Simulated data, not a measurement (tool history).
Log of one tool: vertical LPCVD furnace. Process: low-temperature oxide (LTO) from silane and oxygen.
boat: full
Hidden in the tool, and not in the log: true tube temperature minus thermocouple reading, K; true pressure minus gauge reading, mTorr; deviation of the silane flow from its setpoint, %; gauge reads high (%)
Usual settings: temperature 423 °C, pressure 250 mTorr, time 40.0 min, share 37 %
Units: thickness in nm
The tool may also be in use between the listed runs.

run    hour  temperature  pressure  time  share  wafers since the last listed run  hours since the last temperature calibration  hours since the pressure gauge was zeroed  hours since the silane flow controller was replaced  hours since the gauge calibration  read-back reference wafer on the same gauge, thickness  thickness
  1     0.0          423       280  45.5     37                                 0                                        1922.8                                      502.7                                               1148.3                             1117.4                                                  442.36     689.83
  2   102.8          423       250  40.0     37                              1865                                        2025.6                                      605.5                                               1251.1                             1220.2                                                  441.98     541.16
  3   147.7          423       250  40.0     37                               814                                        2070.5                                      650.4                                               1296.0                             1265.1                                                  441.81     542.29
  4   197.2          423       250  40.0     37                               898                                        2120.0                                      699.9                                               1345.5                             1314.6                                                  442.13     546.29
  5   239.2          423       250  40.0     37                               762                                        2162.0                                      741.9                                               1387.5                             1356.6                                                  442.01     544.75
  6   320.7          423       250  40.0     37                              1478                                        2243.5                                      823.4                                               1469.0                             1438.1                                                  441.92     546.69
  7   402.6          423       250  34.5     37                              1486                                        2325.4                                      905.3                                               1550.9                             1520.0                                                  442.14     473.58
  8   453.7          423       250  40.0     37                               927                                        2376.5                                      956.4                                               1602.0                             1571.1                                                  441.94     548.43
  9   549.0          423       250  40.0     37                              1729                                        2471.8                                     1051.7                                               1697.3                             1666.4                                                  442.12     545.23
 10   620.6          423       250  40.0     37                              1299                                        2543.4                                     1123.3                                               1768.9                             1738.0                                                  442.13     540.51
 11   712.6          423       250  40.0     37                              1669                                        2635.4                                     1215.3                                               1860.9                             1830.0                                                  442.22     544.20
 12   772.5          423       250  40.0     37                              1086                                        2695.3                                     1275.2                                               1920.8                             1889.9                                                  442.27     545.61
 13   847.8          423       250  40.0     37                              1366                                        2770.6                                     1350.5                                               1996.1                             1965.2                                                  442.19     549.77
      981.8  -- gauge calibrated
 14  1029.4          419       250  31.5     37                              3294                                        2952.2                                     1532.1                                               2177.7                               47.6                                                  442.10     412.06
     1121.1  -- pressure gauge zeroed
 15  1121.6          423       195  40.0     37                              1237                                        3044.4                                        0.5                                               2269.9                              139.8                                                  441.83     426.62
     1156.9  -- thermocouples replaced and temperature profile calibrated
 16  1202.2          423       250  40.0     37                              1026                                          45.3                                       81.1                                               2350.5                              220.4                                                  441.86     521.17
 17  1268.3          423       250  40.0     34                              1199                                         111.4                                      147.2                                               2416.6                              286.5                                                  441.85     478.31
 18  1314.6          423       215  50.5     37                               840                                         157.7                                      193.5                                               2462.9                              332.8                                                  441.95     571.91
     1364.4  -- silane flow controller replaced
 19  1399.7          423       250  40.0     37                              1108                                         242.8                                      278.6                                                 35.3                              417.9                                                  441.72     532.44
 20  1476.3          423       225  31.5     33                              1389                                         319.4                                      355.2                                                111.9                              494.5                                                  441.91     326.27
 21  1530.5          430       205  29.5     37                               983                                         373.6                                      409.4                                                166.1                              548.7                                                  442.23     344.06
 22  1597.1          433       195  40.0     37                              1208                                         440.2                                      476.0                                                232.7                              615.3                                                  441.78     460.79
 23  1641.6          423       295  28.5     35                               807                                         484.7                                      520.5                                                277.2                              659.8                                                  441.89     415.34
 24  1681.3          426       310  40.0     37                               720                                         524.4                                      560.2                                                316.9                              699.5                                                  441.81     679.04
 25  1784.3          423       250  40.0     44                              1868                                         627.4                                      663.2                                                419.9                              802.5                                                  442.46     656.18
 26  1827.7          423       250  40.0     37                               787                                         670.8                                      706.6                                                463.3                              845.9                                                  442.20     536.40

Hidden state or all else? Some run-to-run changes of thickness, split into what the settings, what came in and random variation would give without the hidden state, and what is left for the hidden state (with any gauge scatter that isn't in both results):
Run 13 -> 14: temperature 423 -> 419, time 40.0 -> 31.5, gauge calibrated. thickness -137.71 nm: hidden state -4.84, all else -132.87.
Run 15 -> 16: pressure 195 -> 250, thermocouples replaced and temperature profile calibrated. thickness +94.55 nm: hidden state -15.86, all else +110.41.
Run 19 -> 20: pressure 250 -> 225, time 40.0 -> 31.5, share 37 -> 33. thickness -206.17 nm: hidden state -0.86, all else -205.31.
Run 23 -> 24: temperature 423 -> 426, pressure 295 -> 310, time 28.5 -> 40.0, share 35 -> 37. thickness +263.70 nm: hidden state +4.31, all else +259.39.
